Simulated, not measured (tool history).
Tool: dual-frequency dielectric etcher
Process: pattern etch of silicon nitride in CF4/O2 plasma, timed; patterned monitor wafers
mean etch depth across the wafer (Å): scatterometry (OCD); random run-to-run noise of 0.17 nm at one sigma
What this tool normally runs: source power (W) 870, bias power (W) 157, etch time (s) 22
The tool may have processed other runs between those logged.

run,hour,source power (W),bias power (W),etch time (s),wafers since the last listed run,hours since the last wet clean,hours since the last source power generator calibration,hours since the last bias power generator calibration,hours since the last upper electrode change,hours since the gauge calibration,"read-back reference wafer on the same gauge, depth_nm",mean etch depth across the wafer (Å)
1,0,1040,157,22,0,439.6,3652.9,2882.2,5521.6,72.4,77.1,765
2,17.5,1040,157,22,297,457.1,3670.4,2899.7,5539.1,89.9,77.2,765
3,34.1,1040,157,22,281,473.7,3687,2916.3,5555.7,106.5,77.1,765
4,41.4,870,157,22,123,481,3694.3,2923.6,5563,113.8,77.1,661
5,53.5,870,157,22,205,493.1,3706.4,2935.7,5575.1,125.9,77.1,664
6,75,870,157,22,365,514.6,3727.9,2957.2,5596.6,147.4,77.1,662
7,84.5,870,157,22,161,524.1,3737.4,2966.7,5606.1,156.9,77.1,663
# hour 110: upper electrode replaced
8,110.5,870,157,22,33,550.1,3763.4,2992.7,0.5,182.9,77.1,662
9,111.6,870,157,22,18,551.2,3764.5,2993.8,1.6,184,77.2,660
10,123.1,870,157,22,195,562.7,3776,3005.3,13.1,195.5,77.1,660
11,139.5,870,157,22,278,579.1,3792.4,3021.7,29.5,211.9,77.1,661
12,151.5,870,157,22,203,591.1,3804.4,3033.7,41.5,223.9,77.1,661
# hour 169.6: source power generator calibrated
# hour 189: wet clean of the chamber
13,189.5,870,157,22,248,0.5,19.9,3071.7,79.5,261.9,77.2,735
14,189.8,870,157,22,5,0.8,20.2,3072,79.8,262.2,77.1,733
15,197.8,870,157,22,135,8.8,28.2,3080,87.8,270.2,77.1,731
16,210,870,157,22,207,21,40.4,3092.2,100,282.4,77.1,733
# hour 230.3: gauge calibrated
# hour 239.9: bias power generator calibrated
# hour 248.3: wet clean of the chamber, repeated, since the last time left the tool worse
17,248.8,870,125,22,447,0.5,79.2,8.9,138.8,18.5,77.1,618
18,249.2,960,181,22,6,0.9,79.6,9.3,139.2,18.9,77.1,792
19,250.3,870,157,28.5,18,2,80.7,10.4,140.3,20,77.1,884
20,261.1,870,139,22,183,12.8,91.5,21.2,151.1,30.8,77.1,650
21,283.1,1080,183,25,373,34.8,113.5,43.2,173.1,52.8,77.1,988
22,292.5,780,157,24,159,44.2,122.9,52.6,182.5,62.2,77,688
23,302,870,157,22,161,53.7,132.4,62.1,192,71.7,77,684
24,315.3,950,157,22,225,67,145.7,75.4,205.3,85,77.1,732
25,326.9,790,133,28,196,78.6,157.3,87,216.9,96.6,77.2,745
26,334.9,1050,132,26.5,135,86.6,165.3,95,224.9,104.6,77.1,881

Predict each of these 4 candidate next runs independently; none follows another, all start after run 26:
A,335.3,770,157,22,6,87,165.7,95.4,225.3,105,?,?
B,335.3,870,119,18.5,6,87,165.7,95.4,225.3,105,?,?
C,335.3,870,171,22,6,87,165.7,95.4,225.3,105,?,?
D,335.3,1050,157,26,6,87,165.7,95.4,225.3,105,?,?

run,"read-back reference wafer on the same gauge, depth_nm",mean etch depth across the wafer (Å)
A,77.1,621
B,77.1,505
C,77.1,709
D,77.1,936
Stripped of hidden state, with their random variation kept, the same runs would have yielded:
run,mean etch depth across the wafer (Å)
A,625
B,509
C,714
D,942
